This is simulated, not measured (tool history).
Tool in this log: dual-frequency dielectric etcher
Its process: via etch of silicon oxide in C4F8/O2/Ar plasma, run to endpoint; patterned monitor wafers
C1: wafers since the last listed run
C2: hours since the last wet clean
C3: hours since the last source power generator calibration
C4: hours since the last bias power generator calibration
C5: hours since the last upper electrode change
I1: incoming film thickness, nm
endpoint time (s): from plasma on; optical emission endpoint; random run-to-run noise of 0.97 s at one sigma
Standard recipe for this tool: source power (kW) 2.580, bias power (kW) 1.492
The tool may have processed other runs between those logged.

run 1 hour=0.0 | source_power_(kW)=2.580 bias_power_(kW)=1.312 | C1=0 C2=148.8 C3=1881.1 C4=2055.5 C5=1702.8 | I1=914.1 | endpoint_time_(s)=176.4
run 2 hour=53.6 | source_power_(kW)=2.580 bias_power_(kW)=1.312 | C1=325 C2=202.4 C3=1934.7 C4=2109.1 C5=1756.4 | I1=915.1 | endpoint_time_(s)=178.2
run 3 hour=112.5 | source_power_(kW)=2.580 bias_power_(kW)=1.312 | C1=357 C2=261.3 C3=1993.6 C4=2168.0 C5=1815.3 | I1=906.8 | endpoint_time_(s)=174.8
run 4 hour=154.4 | source_power_(kW)=2.580 bias_power_(kW)=1.492 | C1=254 C2=303.2 C3=2035.5 C4=2209.9 C5=1857.2 | I1=902.7 | endpoint_time_(s)=172.5
run 5 hour=256.4 | source_power_(kW)=2.580 bias_power_(kW)=1.492 | C1=619 C2=405.2 C3=2137.5 C4=2311.9 C5=1959.2 | I1=901.7 | endpoint_time_(s)=173.7
-- hour=532.5 wet clean of the chamber
run 6 hour=560.8 | source_power_(kW)=2.580 bias_power_(kW)=1.492 | C1=1703 C2=28.3 C3=2441.9 C4=2616.3 C5=2263.6 | I1=901.9 | endpoint_time_(s)=168.2
run 7 hour=648.9 | source_power_(kW)=2.580 bias_power_(kW)=1.492 | C1=535 C2=116.4 C3=2530.0 C4=2704.4 C5=2351.7 | I1=902.6 | endpoint_time_(s)=168.2
run 8 hour=716.9 | source_power_(kW)=2.110 bias_power_(kW)=1.492 | C1=413 C2=184.4 C3=2598.0 C4=2772.4 C5=2419.7 | I1=906.8 | endpoint_time_(s)=183.2
run 9 hour=788.1 | source_power_(kW)=2.110 bias_power_(kW)=1.492 | C1=432 C2=255.6 C3=2669.2 C4=2843.6 C5=2490.9 | I1=906.3 | endpoint_time_(s)=185.5
run 10 hour=839.3 | source_power_(kW)=2.110 bias_power_(kW)=1.492 | C1=311 C2=306.8 C3=2720.4 C4=2894.8 C5=2542.1 | I1=904.6 | endpoint_time_(s)=186.3
run 11 hour=887.4 | source_power_(kW)=2.260 bias_power_(kW)=1.492 | C1=292 C2=354.9 C3=2768.5 C4=2942.9 C5=2590.2 | I1=902.9 | endpoint_time_(s)=181.9
run 12 hour=924.0 | source_power_(kW)=2.580 bias_power_(kW)=1.492 | C1=222 C2=391.5 C3=2805.1 C4=2979.5 C5=2626.8 | I1=909.0 | endpoint_time_(s)=174.8
run 13 hour=1009.7 | source_power_(kW)=2.580 bias_power_(kW)=1.322 | C1=520 C2=477.2 C3=2890.8 C4=3065.2 C5=2712.5 | I1=901.0 | endpoint_time_(s)=177.2
run 14 hour=1053.5 | source_power_(kW)=2.580 bias_power_(kW)=1.492 | C1=266 C2=521.0 C3=2934.6 C4=3109.0 C5=2756.3 | I1=912.1 | endpoint_time_(s)=176.4
run 15 hour=1117.9 | source_power_(kW)=2.580 bias_power_(kW)=1.492 | C1=391 C2=585.4 C3=2999.0 C4=3173.4 C5=2820.7 | I1=907.0 | endpoint_time_(s)=179.5
-- hour=1167.5 wet clean of the chamber
run 16 hour=1224.1 | source_power_(kW)=2.230 bias_power_(kW)=1.155 | C1=499 C2=56.6 C3=3105.2 C4=3279.6 C5=2926.9 | I1=903.6 | endpoint_time_(s)=186.5
run 17 hour=1289.7 | source_power_(kW)=2.230 bias_power_(kW)=1.330 | C1=398 C2=122.2 C3=3170.8 C4=3345.2 C5=2992.5 | I1=904.2 | endpoint_time_(s)=183.0
-- hour=1327.0 bias power generator calibrated
-- hour=1370.9 upper electrode replaced, of another model than before
run 18 hour=1383.7 | source_power_(kW)=3.170 bias_power_(kW)=1.291 | C1=401 C2=216.2 C3=3264.8 C4=56.7 C5=12.8 | I1=905.7 | endpoint_time_(s)=158.6
run 19 hour=1461.0 | source_power_(kW)=2.580 bias_power_(kW)=1.492 | C1=469 C2=293.5 C3=3342.1 C4=134.0 C5=90.1 | I1=899.4 | endpoint_time_(s)=174.6
run 20 hour=1532.2 | source_power_(kW)=2.390 bias_power_(kW)=1.492 | C1=432 C2=364.7 C3=3413.3 C4=205.2 C5=161.3 | I1=902.9 | endpoint_time_(s)=182.7
run 21 hour=1599.0 | source_power_(kW)=2.760 bias_power_(kW)=1.492 | C1=405 C2=431.5 C3=3480.1 C4=272.0 C5=228.1 | I1=909.9 | endpoint_time_(s)=166.7
run 22 hour=1649.0 | source_power_(kW)=2.990 bias_power_(kW)=1.350 | C1=303 C2=481.5 C3=3530.1 C4=322.0 C5=278.1 | I1=910.5 | endpoint_time_(s)=167.5
-- hour=1824.3 wet clean of the chamber
run 23 hour=1857.1 | source_power_(kW)=2.970 bias_power_(kW)=1.217 | C1=1118 C2=32.8 C3=3738.2 C4=530.1 C5=486.2 | I1=905.8 | endpoint_time_(s)=166.0
-- hour=1886.4 source power generator calibrated
run 24 hour=1925.4 | source_power_(kW)=2.580 bias_power_(kW)=1.587 | C1=390 C2=101.1 C3=39.0 C4=598.4 C5=554.5 | I1=906.2 | endpoint_time_(s)=166.6
run 25 hour=1995.8 | source_power_(kW)=2.900 bias_power_(kW)=1.592 | C1=427 C2=171.5 C3=109.4 C4=668.8 C5=624.9 | I1=910.1 | endpoint_time_(s)=158.4
run 26 hour=2052.1 | source_power_(kW)=2.580 bias_power_(kW)=1.613 | C1=342 C2=227.8 C3=165.7 C4=725.1 C5=681.2 | I1=916.2 | endpoint_time_(s)=171.3
run 27 hour=2150.2 | source_power_(kW)=2.580 bias_power_(kW)=1.492 | C1=596 C2=325.9 C3=263.8 C4=823.2 C5=779.3 | I1=905.9 | endpoint_time_(s)=174.2
run 28 hour=2248.7 | source_power_(kW)=2.900 bias_power_(kW)=1.492 | C1=598 C2=424.4 C3=362.3 C4=921.7 C5=877.8 | I1=911.5 | endpoint_time_(s)=164.5
run 29 hour=2347.5 | source_power_(kW)=2.790 bias_power_(kW)=1.239 | C1=600 C2=523.2 C3=461.1 C4=1020.5 C5=976.6 | I1=907.9 | endpoint_time_(s)=178.3
-- hour=2384.7 wet clean of the chamber
run 30 hour=2403.8 | source_power_(kW)=2.580 bias_power_(kW)=1.492 | C1=196 C2=19.1 C3=517.4 C4=1076.8 C5=1032.9 | I1=905.8 | endpoint_time_(s)=168.0
run 31 hour=2455.6 | source_power_(kW)=2.580 bias_power_(kW)=1.492 | C1=314 C2=70.9 C3=569.2 C4=1128.6 C5=1084.7 | I1=908.0 | endpoint_time_(s)=168.8

State the hidden condition of the tool at each of the runs:
source power that arrives over what is set, %: 0 across all the runs
bias power that arrives over what is set, %: 0 across all the runs
H1: etch rate over this chamber's usual, %
run=1 H1=-1.11
run=2 H1=-1.58
run=3 H1=-2.09
run=4 H1=-2.46
run=5 H1=-3.35
run=6 H1=0.0586
run=7 H1=-0.711
run=8 H1=-1.3
run=9 H1=-1.93
run=10 H1=-2.37
run=11 H1=-2.79
run=12 H1=-3.11
run=13 H1=-3.86
run=14 H1=-4.24
run=15 H1=-4.81
run=16 H1=-0.763
run=17 H1=-1.34
run=18 H1=-2.16
run=19 H1=-2.83
run=20 H1=-3.45
run=21 H1=-4.04
run=22 H1=-4.47
run=23 H1=-0.538
run=24 H1=-1.13
run=25 H1=-1.75
run=26 H1=-2.24
run=27 H1=-3.1
run=28 H1=-3.96
run=29 H1=-4.82
run=30 H1=0.229
run=31 H1=-0.223

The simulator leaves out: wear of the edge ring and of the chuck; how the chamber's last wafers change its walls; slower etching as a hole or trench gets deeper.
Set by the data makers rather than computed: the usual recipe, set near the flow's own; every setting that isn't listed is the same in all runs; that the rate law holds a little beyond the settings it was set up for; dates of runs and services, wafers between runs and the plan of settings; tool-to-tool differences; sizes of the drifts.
